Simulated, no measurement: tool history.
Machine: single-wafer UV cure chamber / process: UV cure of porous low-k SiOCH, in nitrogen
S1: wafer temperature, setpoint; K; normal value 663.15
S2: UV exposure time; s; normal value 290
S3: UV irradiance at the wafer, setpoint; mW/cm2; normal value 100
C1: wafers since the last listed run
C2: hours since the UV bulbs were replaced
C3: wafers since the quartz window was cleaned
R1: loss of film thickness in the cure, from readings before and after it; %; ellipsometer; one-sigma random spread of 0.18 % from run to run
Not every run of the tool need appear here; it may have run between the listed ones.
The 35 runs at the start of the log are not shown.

run    hour      S1   S2   S3   C1     C2    C3      R1
      950.8  -- quartz window cleaned
 36  1000.2  644.15  290   80  789  169.5   455   11.69
 37  1014.8  663.15  290  100  134  184.1   590  12.926
 38    1030  663.15  360  127  140  199.3   730  14.874
 39  1055.8  672.15  150  100  237  225.1   967   9.748
 40  1070.1  675.15  185  119  131  239.4  1099  11.724
 41    1091  679.15  375   60  192  260.3  1292  11.903
 42    1103  678.15  410   83  110  272.3  1402  13.779
 43  1123.4  663.15  290  100  188  292.7  1590  12.623
 44  1154.9  672.15  450  118  290  324.2  1881  15.367
 45    1186  683.15  365  121  286  355.3  2167   15.38
 46  1216.4  663.15  290  100  280  385.7  2448  12.536
 47  1234.1  658.15  185  111  163  403.4  2611  10.919

What if the next run were any one of these 3? Each begins from the tool's condition after run 47:
  A  1234.5  663.15  290  100   3  403.8  2614   ?
  B  1234.5  663.15  355   79   3  403.8  2614   ?
  C  1234.5  674.15  225   61   3  403.8  2614   ?

run      R1
  A  12.237
  B  12.087
  C   9.197
Had the tool no hidden state, the same runs would have come out as:
run      R1
  A  13.032
  B   12.88
  C   9.935
